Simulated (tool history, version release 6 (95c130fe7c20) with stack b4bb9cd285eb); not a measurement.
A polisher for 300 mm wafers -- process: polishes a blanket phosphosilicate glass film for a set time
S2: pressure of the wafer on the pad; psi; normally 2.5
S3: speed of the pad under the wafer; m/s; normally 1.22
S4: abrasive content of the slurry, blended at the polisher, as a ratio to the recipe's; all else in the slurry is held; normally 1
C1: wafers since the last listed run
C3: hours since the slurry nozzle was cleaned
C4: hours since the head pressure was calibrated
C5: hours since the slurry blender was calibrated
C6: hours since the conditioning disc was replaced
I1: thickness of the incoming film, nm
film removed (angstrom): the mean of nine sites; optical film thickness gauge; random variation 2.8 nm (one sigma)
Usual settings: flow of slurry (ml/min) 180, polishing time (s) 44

run 1 day=0 | flow_of_slurry_(ml/min)=160 S2=2.5 S3=1.22 S4=1 polishing_time_(s)=44 | C1=0 wafers_polished_on_this_pad=2504 C3=306 C4=302.6 C5=152.9 C6=191 | I1=3682.6 | film_removed_(angstrom)=2974
run 2 day=2.138 | flow_of_slurry_(ml/min)=180 S2=2.5 S3=1.22 S4=1 polishing_time_(s)=44 | C1=671 wafers_polished_on_this_pad=3175 C3=357.3 C4=353.9 C5=204.2 C6=242.3 | I1=3700.3 | film_removed_(angstrom)=2998
run 3 day=4.15 | flow_of_slurry_(ml/min)=180 S2=2.5 S3=1.22 S4=1 polishing_time_(s)=44 | C1=632 wafers_polished_on_this_pad=3808 C3=405.6 C4=402.2 C5=252.5 C6=290.6 | I1=3717.8 | film_removed_(angstrom)=2926
run 4 day=6.004 | flow_of_slurry_(ml/min)=180 S2=1.8 S3=1.22 S4=1 polishing_time_(s)=44 | C1=582 wafers_polished_on_this_pad=4390 C3=450.1 C4=446.7 C5=297 C6=335.1 | I1=3721.3 | film_removed_(angstrom)=2125
-- day=10.071 head pressure recalibrated
run 5 day=10.367 | flow_of_slurry_(ml/min)=180 S2=1.8 S3=1.22 S4=1 polishing_time_(s)=44 | C1=1344 wafers_polished_on_this_pad=5734 C3=554.8 C4=7.1 C5=401.7 C6=439.8 | I1=3777.1 | film_removed_(angstrom)=1965
-- day=10.862 conditioning disc replaced and pad reconditioned
-- day=11.667 worn pad replaced by a new one
-- day=12.65 slurry blender recalibrated
run 6 day=12.938 | flow_of_slurry_(ml/min)=180 S2=1.8 S3=1.22 S4=1 polishing_time_(s)=44 | C1=702 wafers_polished_on_this_pad=373 C3=616.5 C4=68.8 C5=6.9 C6=49.8 | I1=3632.3 | film_removed_(angstrom)=2284
run 7 day=15.083 | flow_of_slurry_(ml/min)=180 S2=2.5 S3=1.22 S4=1 polishing_time_(s)=44 | C1=674 wafers_polished_on_this_pad=1047 C3=668 C4=120.3 C5=58.4 C6=101.3 | I1=3707.1 | film_removed_(angstrom)=3096
run 8 day=19.321 | flow_of_slurry_(ml/min)=180 S2=2.5 S3=1.22 S4=0.8 polishing_time_(s)=44 | C1=1331 wafers_polished_on_this_pad=2378 C3=769.7 C4=222 C5=160.1 C6=203 | I1=3654.1 | film_removed_(angstrom)=2887
-- day=20.6 slurry nozzle cleaned
run 9 day=22.517 | flow_of_slurry_(ml/min)=180 S2=2.5 S3=1.22 S4=0.8 polishing_time_(s)=44 | C1=990 wafers_polished_on_this_pad=3369 C3=46 C4=298.7 C5=236.8 C6=279.7 | I1=3725.2 | film_removed_(angstrom)=2784
run 10 day=25.962 | flow_of_slurry_(ml/min)=180 S2=2.5 S3=1.22 S4=0.8 polishing_time_(s)=44 | C1=1082 wafers_polished_on_this_pad=4451 C3=128.7 C4=381.4 C5=319.5 C6=362.4 | I1=3651.4 | film_removed_(angstrom)=2643
run 11 day=28.546 | flow_of_slurry_(ml/min)=180 S2=2 S3=1.22 S4=1 polishing_time_(s)=31 | C1=811 wafers_polished_on_this_pad=5263 C3=190.7 C4=443.4 C5=381.5 C6=424.4 | I1=3774.4 | film_removed_(angstrom)=1582
-- day=29.304 conditioning disc replaced and pad reconditioned
run 12 day=30.417 | flow_of_slurry_(ml/min)=180 S2=2.5 S3=1.22 S4=1 polishing_time_(s)=44 | C1=561 wafers_polished_on_this_pad=5824 C3=235.6 C4=488.3 C5=426.4 C6=26.7 | I1=3724.9 | film_removed_(angstrom)=2913
run 13 day=32.021 | flow_of_slurry_(ml/min)=180 S2=2.5 S3=1.34 S4=1 polishing_time_(s)=44 | C1=503 wafers_polished_on_this_pad=6328 C3=274.1 C4=526.8 C5=464.9 C6=65.2 | I1=3672.4 | film_removed_(angstrom)=3004
-- day=32.379 worn pad replaced by a new one
-- day=32.704 head pressure recalibrated
-- day=34.138 slurry blender recalibrated
run 14 day=36.217 | flow_of_slurry_(ml/min)=180 S2=2.5 S3=1.22 S4=1 polishing_time_(s)=53 | C1=1213 wafers_polished_on_this_pad=1152 C3=374.8 C4=84.3 C5=49.9 C6=165.9 | I1=3667.2 | film_removed_(angstrom)=3749
run 15 day=42.796 | flow_of_slurry_(ml/min)=200 S2=2.8 S3=0.86 S4=0.75 polishing_time_(s)=44 | C1=2066 wafers_polished_on_this_pad=3219 C3=532.7 C4=242.2 C5=207.8 C6=323.8 | I1=3660.1 | film_removed_(angstrom)=2540
run 16 day=45.325 | flow_of_slurry_(ml/min)=125 S2=2.5 S3=1.22 S4=1 polishing_time_(s)=44 | C1=794 wafers_polished_on_this_pad=4014 C3=593.4 C4=302.9 C5=268.5 C6=384.5 | I1=3713.8 | film_removed_(angstrom)=2698
-- day=46.1 conditioning disc replaced and pad reconditioned
-- day=48.571 slurry nozzle cleaned
run 17 day=49.125 | flow_of_slurry_(ml/min)=180 S2=2.5 S3=1.22 S4=1 polishing_time_(s)=44 | C1=1154 wafers_polished_on_this_pad=5168 C3=13.3 C4=394.1 C5=359.7 C6=72.6 | I1=3775.5 | film_removed_(angstrom)=2948
-- day=49.804 worn pad replaced by a new one
run 18 day=51.262 | flow_of_slurry_(ml/min)=180 S2=2.9 S3=1.22 S4=1 polishing_time_(s)=44 | C1=619 wafers_polished_on_this_pad=457 C3=64.6 C4=445.4 C5=411 C6=123.9 | I1=3716.9 | film_removed_(angstrom)=3558
-- day=55.225 slurry blender recalibrated
-- day=57.012 head pressure recalibrated
run 19 day=62.671 | flow_of_slurry_(ml/min)=180 S2=2.9 S3=1.08 S4=1 polishing_time_(s)=44 | C1=3531 wafers_polished_on_this_pad=3989 C3=338.4 C4=135.8 C5=178.7 C6=397.7 | I1=3715.2 | film_removed_(angstrom)=3059
run 20 day=64.192 | flow_of_slurry_(ml/min)=180 S2=2.1 S3=1.22 S4=1 polishing_time_(s)=44 | C1=477 wafers_polished_on_this_pad=4467 C3=374.9 C4=172.3 C5=215.2 C6=434.2 | I1=3682.5 | film_removed_(angstrom)=2393
-- day=64.929 conditioning disc replaced and pad reconditioned
run 21 day=67.029 | flow_of_slurry_(ml/min)=180 S2=2.5 S3=1.22 S4=1 polishing_time_(s)=44 | C1=865 wafers_polished_on_this_pad=5332 C3=443 C4=240.4 C5=283.3 C6=50.4 | I1=3707.7 | film_removed_(angstrom)=2977
-- day=69.662 worn pad replaced by a new one
run 22 day=70.562 | flow_of_slurry_(ml/min)=180 S2=2.5 S3=1 S4=1 polishing_time_(s)=44 | C1=1057 wafers_polished_on_this_pad=282 C3=527.8 C4=325.2 C5=368.1 C6=135.2 | I1=3730.5 | film_removed_(angstrom)=2790
run 23 day=73.675 | flow_of_slurry_(ml/min)=180 S2=2.5 S3=1.06 S4=1 polishing_time_(s)=57 | C1=977 wafers_polished_on_this_pad=1260 C3=602.5 C4=399.9 C5=442.8 C6=209.9 | I1=3765.5 | film_removed_(angstrom)=3674
-- day=75.312 slurry blender recalibrated
run 24 day=77.208 | flow_of_slurry_(ml/min)=180 S2=2.5 S3=1.22 S4=0.8 polishing_time_(s)=44 | C1=1083 wafers_polished_on_this_pad=2344 C3=687.3 C4=484.7 C5=45.5 C6=294.7 | I1=3770.1 | film_removed_(angstrom)=2837
-- day=79.183 slurry nozzle cleaned
run 25 day=81.546 | flow_of_slurry_(ml/min)=180 S2=2.5 S3=1.22 S4=1 polishing_time_(s)=44 | C1=1349 wafers_polished_on_this_pad=3693 C3=56.7 C4=588.8 C5=149.6 C6=398.8 | I1=3736.4 | film_removed_(angstrom)=2920
-- day=82.9 conditioning disc replaced and pad reconditioned
-- day=85.358 head pressure recalibrated
run 26 day=85.783 | flow_of_slurry_(ml/min)=180 S2=2.5 S3=1.22 S4=0.8 polishing_time_(s)=44 | C1=1278 wafers_polished_on_this_pad=4972 C3=158.4 C4=10.2 C5=251.3 C6=69.2 | I1=3732.1 | film_removed_(angstrom)=2721

Subtracting, for every run, the result it would have given without the tool's unlogged condition from the measured result gives the following. The same run-to-run variation enters both numbers; the gauge's scatter may not:
What the log doesn't record here: removal rate lost through wear of the pad, %; slurry flow missing at the pad, %; deviation of the head's pressure from its setpoint, %; abrasive missing from the slurry, %; time polished since the conditioner stopped cutting, s.
run=1 film_removed_(angstrom)=-115
run=2 film_removed_(angstrom)=-168
run=3 film_removed_(angstrom)=-224
run=4 film_removed_(angstrom)=-187
run=5 film_removed_(angstrom)=-295
run=6 film_removed_(angstrom)=-20
run=7 film_removed_(angstrom)=-50
run=8 film_removed_(angstrom)=-109
run=9 film_removed_(angstrom)=-182
run=10 film_removed_(angstrom)=-282
run=11 film_removed_(angstrom)=-212
run=12 film_removed_(angstrom)=-316
run=13 film_removed_(angstrom)=-389
run=14 film_removed_(angstrom)=-91
run=15 film_removed_(angstrom)=-173
run=16 film_removed_(angstrom)=-278
run=17 film_removed_(angstrom)=-278
run=18 film_removed_(angstrom)=-102
run=19 film_removed_(angstrom)=-361
run=20 film_removed_(angstrom)=-299
run=21 film_removed_(angstrom)=-253
run=22 film_removed_(angstrom)=-35
run=23 film_removed_(angstrom)=-88
run=24 film_removed_(angstrom)=-141
run=25 film_removed_(angstrom)=-278
run=26 film_removed_(angstrom)=-233
